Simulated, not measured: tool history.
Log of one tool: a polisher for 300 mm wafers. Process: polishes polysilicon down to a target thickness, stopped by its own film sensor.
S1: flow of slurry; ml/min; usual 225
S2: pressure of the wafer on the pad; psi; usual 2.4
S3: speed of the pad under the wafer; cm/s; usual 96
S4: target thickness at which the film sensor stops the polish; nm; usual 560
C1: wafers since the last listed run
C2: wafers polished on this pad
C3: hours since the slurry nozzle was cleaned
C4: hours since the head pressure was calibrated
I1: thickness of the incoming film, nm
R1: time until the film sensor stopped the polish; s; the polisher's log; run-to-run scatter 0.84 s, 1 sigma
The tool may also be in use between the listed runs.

{"run": 1, "hour": 0.0, "S1": 225, "S2": 2.4, "S3": 96, "S4": 560, "C1": 0, "C2": 1440, "C3": 109.2, "C4": 431.3, "I1": 918, "R1": 46.9}
{"hour": 24.5, "done": "head pressure recalibrated"}
{"run": 2, "hour": 26.9, "S1": 225, "S2": 2.4, "S3": 96, "S4": 560, "C1": 318, "C2": 1759, "C3": 136.1, "C4": 2.4, "I1": 901.3, "R1": 48.5}
{"run": 3, "hour": 58.0, "S1": 225, "S2": 2.4, "S3": 96, "S4": 560, "C1": 398, "C2": 2157, "C3": 167.2, "C4": 33.5, "I1": 898.9, "R1": 47.5}
{"run": 4, "hour": 75.1, "S1": 225, "S2": 2.4, "S3": 96, "S4": 644, "C1": 219, "C2": 2376, "C3": 184.3, "C4": 50.6, "I1": 908.1, "R1": 36.3}
{"run": 5, "hour": 106.4, "S1": 225, "S2": 2.9, "S3": 96, "S4": 560, "C1": 400, "C2": 2777, "C3": 215.6, "C4": 81.9, "I1": 900.6, "R1": 40.9}
{"run": 6, "hour": 138.5, "S1": 225, "S2": 2.4, "S3": 96, "S4": 560, "C1": 411, "C2": 3188, "C3": 247.7, "C4": 114, "I1": 906.5, "R1": 46.3}
{"hour": 152.9, "done": "worn pad replaced by a new one"}
{"run": 7, "hour": 155.7, "S1": 225, "S2": 2, "S3": 108, "S4": 560, "C1": 169, "C2": 35, "C3": 264.9, "C4": 131.2, "I1": 896.7, "R1": 45.9}
{"run": 8, "hour": 185.4, "S1": 225, "S2": 2, "S3": 108, "S4": 560, "C1": 380, "C2": 415, "C3": 294.6, "C4": 160.9, "I1": 930.9, "R1": 51.4}
{"run": 9, "hour": 218.4, "S1": 225, "S2": 2, "S3": 108, "S4": 560, "C1": 422, "C2": 838, "C3": 327.6, "C4": 193.9, "I1": 909.8, "R1": 47.6}
{"run": 10, "hour": 233.2, "S1": 225, "S2": 2.4, "S3": 118, "S4": 560, "C1": 189, "C2": 1028, "C3": 342.4, "C4": 208.7, "I1": 896.9, "R1": 36.4}
{"run": 11, "hour": 250.8, "S1": 225, "S2": 2.4, "S3": 96, "S4": 560, "C1": 225, "C2": 1253, "C3": 360, "C4": 226.3, "I1": 902.5, "R1": 45.1}
{"hour": 261.6, "done": "slurry nozzle cleaned"}
{"run": 12, "hour": 274.4, "S1": 225, "S2": 2.4, "S3": 96, "S4": 560, "C1": 289, "C2": 1543, "C3": 12.8, "C4": 249.9, "I1": 897.8, "R1": 43.1}
{"run": 13, "hour": 288.8, "S1": 200, "S2": 2.4, "S3": 96, "S4": 560, "C1": 184, "C2": 1727, "C3": 27.2, "C4": 264.3, "I1": 911.9, "R1": 46.6}
{"run": 14, "hour": 322.4, "S1": 200, "S2": 2.4, "S3": 96, "S4": 560, "C1": 430, "C2": 2157, "C3": 60.8, "C4": 297.9, "I1": 904.3, "R1": 45.2}
{"run": 15, "hour": 352.4, "S1": 225, "S2": 2.4, "S3": 96, "S4": 560, "C1": 384, "C2": 2542, "C3": 90.8, "C4": 327.9, "I1": 899.2, "R1": 44.4}
{"run": 16, "hour": 383.6, "S1": 225, "S2": 2.4, "S3": 84, "S4": 560, "C1": 399, "C2": 2941, "C3": 122, "C4": 359.1, "I1": 920.2, "R1": 52.5}
{"hour": 388.1, "done": "worn pad replaced by a new one, of another model than before"}
{"run": 17, "hour": 414.0, "S1": 225, "S2": 2.4, "S3": 68, "S4": 560, "C1": 338, "C2": 331, "C3": 152.4, "C4": 389.5, "I1": 902.1, "R1": 51.7}
{"run": 18, "hour": 445.7, "S1": 225, "S2": 1.7, "S3": 112, "S4": 626, "C1": 406, "C2": 737, "C3": 184.1, "C4": 421.2, "I1": 915.7, "R1": 45.9}
{"run": 19, "hour": 473.9, "S1": 225, "S2": 2.4, "S3": 96, "S4": 560, "C1": 361, "C2": 1098, "C3": 212.3, "C4": 449.4, "I1": 911.1, "R1": 44.8}
{"run": 20, "hour": 502.4, "S1": 225, "S2": 2.4, "S3": 66, "S4": 527, "C1": 365, "C2": 1463, "C3": 240.8, "C4": 477.9, "I1": 916.8, "R1": 59.3}
{"run": 21, "hour": 538.4, "S1": 225, "S2": 2.4, "S3": 96, "S4": 560, "C1": 461, "C2": 1924, "C3": 276.8, "C4": 513.9, "I1": 897.7, "R1": 42.7}
{"hour": 546.3, "done": "head pressure recalibrated"}
{"run": 22, "hour": 557.9, "S1": 155, "S2": 2.4, "S3": 96, "S4": 560, "C1": 224, "C2": 2148, "C3": 296.3, "C4": 11.6, "I1": 906.1, "R1": 53.9}
{"run": 23, "hour": 578.5, "S1": 185, "S2": 2.1, "S3": 96, "S4": 455, "C1": 263, "C2": 2412, "C3": 316.9, "C4": 32.2, "I1": 921.8, "R1": 80.2}
{"run": 24, "hour": 592.8, "S1": 225, "S2": 2.4, "S3": 96, "S4": 560, "C1": 183, "C2": 2596, "C3": 331.2, "C4": 46.5, "I1": 906.5, "R1": 48.9}
{"run": 25, "hour": 607.2, "S1": 225, "S2": 2.4, "S3": 96, "S4": 560, "C1": 184, "C2": 2780, "C3": 345.6, "C4": 60.9, "I1": 905.3, "R1": 47.6}
{"hour": 616.2, "done": "worn pad replaced by a new one"}
{"run": 26, "hour": 634.2, "S1": 205, "S2": 2.7, "S3": 86, "S4": 560, "C1": 294, "C2": 230, "C3": 372.6, "C4": 87.9, "I1": 911.4, "R1": 46.5}
{"run": 27, "hour": 647.5, "S1": 225, "S2": 2.4, "S3": 96, "S4": 560, "C1": 170, "C2": 400, "C3": 385.9, "C4": 101.2, "I1": 909.1, "R1": 47.3}
{"hour": 654.7, "done": "slurry nozzle cleaned"}
{"run": 28, "hour": 692.9, "S1": 155, "S2": 2, "S3": 110, "S4": 525, "C1": 568, "C2": 969, "C3": 38.2, "C4": 146.6, "I1": 909.6, "R1": 63.6}
{"run": 29, "hour": 722.8, "S1": 225, "S2": 2.4, "S3": 96, "S4": 626, "C1": 382, "C2": 1352, "C3": 68.1, "C4": 176.5, "I1": 914.8, "R1": 38.2}
{"run": 30, "hour": 750.6, "S1": 305, "S2": 2.4, "S3": 96, "S4": 560, "C1": 356, "C2": 1708, "C3": 95.9, "C4": 204.3, "I1": 898.1, "R1": 43.2}
{"run": 31, "hour": 768.9, "S1": 185, "S2": 2.4, "S3": 130, "S4": 560, "C1": 234, "C2": 1942, "C3": 114.2, "C4": 222.6, "I1": 895, "R1": 40}
{"run": 32, "hour": 804.8, "S1": 185, "S2": 2.4, "S3": 130, "S4": 560, "C1": 459, "C2": 2402, "C3": 150.1, "C4": 258.5, "I1": 914.6, "R1": 40.2}
{"run": 33, "hour": 829.3, "S1": 225, "S2": 2.4, "S3": 122, "S4": 519, "C1": 313, "C2": 2716, "C3": 174.6, "C4": 283, "I1": 917.5, "R1": 45.5}
{"run": 34, "hour": 860.4, "S1": 160, "S2": 2, "S3": 112, "S4": 591, "C1": 398, "C2": 3114, "C3": 205.7, "C4": 314.1, "I1": 907.9, "R1": 48.7}
{"run": 35, "hour": 874.1, "S1": 225, "S2": 2.4, "S3": 96, "S4": 632, "C1": 175, "C2": 3290, "C3": 219.4, "C4": 327.8, "I1": 918.8, "R1": 37.4}
{"hour": 894.7, "done": "worn pad replaced by a new one"}
{"run": 36, "hour": 895.2, "S1": 225, "S2": 1.9, "S3": 128, "S4": 483, "C1": 219, "C2": 6, "C3": 240.5, "C4": 348.9, "I1": 917.9, "R1": 60.9}
{"run": 37, "hour": 913.1, "S1": 260, "S2": 2.4, "S3": 130, "S4": 440, "C1": 229, "C2": 236, "C3": 258.4, "C4": 366.8, "I1": 921, "R1": 52}
{"run": 38, "hour": 926.6, "S1": 225, "S2": 2.8, "S3": 96, "S4": 560, "C1": 172, "C2": 409, "C3": 271.9, "C4": 380.3, "I1": 910.3, "R1": 38.9}

What differs in the tool's unlogged condition from the final listed run ahead of each entry between runs to the first listed run following it?
Runs 1 to 2: head pressure recalibrated (hour 24.5)
  deviation of the head's pressure from its setpoint, %: 12.7 -> 1.48
  measured less the result without the state, R1: -4.6 -> -0.5 s
Runs 6 to 7: worn pad replaced by a new one (hour 152.9)
  deviation of the head's pressure from its setpoint, %: 7.34 -> 7.95
  measured less the result without the state, R1: -2.6 -> -2.8 s
Runs 11 to 12: slurry nozzle cleaned (hour 261.6)
  deviation of the head's pressure from its setpoint, %: 10.5 -> 10.9
  measured less the result without the state, R1: -3.6 -> -3.6 s
Runs 16 to 17: worn pad replaced by a new one, of another model than before (hour 388.1)
  deviation of the head's pressure from its setpoint, %: 12.3 -> 12.6
  measured less the result without the state, R1: -4.9 -> -6.4 s
Runs 21 to 22: head pressure recalibrated (hour 546.3)
  deviation of the head's pressure from its setpoint, %: 13.3 -> 0.475
  measured less the result without the state, R1: -5.6 -> -0.2 s
Runs 25 to 26: worn pad replaced by a new one (hour 616.2)
  deviation of the head's pressure from its setpoint, %: 3.37 -> 4.64
  measured less the result without the state, R1: -1.6 -> -2.2 s
Runs 27 to 28: slurry nozzle cleaned (hour 654.7)
  deviation of the head's pressure from its setpoint, %: 5.2 -> 6.81
  measured less the result without the state, R1: -2.4 -> -4.3 s
Runs 35 to 36: worn pad replaced by a new one (hour 894.7)
  deviation of the head's pressure from its setpoint, %: 10.3 -> 10.6
  measured less the result without the state, R1: -3.8 -> -6.3 s

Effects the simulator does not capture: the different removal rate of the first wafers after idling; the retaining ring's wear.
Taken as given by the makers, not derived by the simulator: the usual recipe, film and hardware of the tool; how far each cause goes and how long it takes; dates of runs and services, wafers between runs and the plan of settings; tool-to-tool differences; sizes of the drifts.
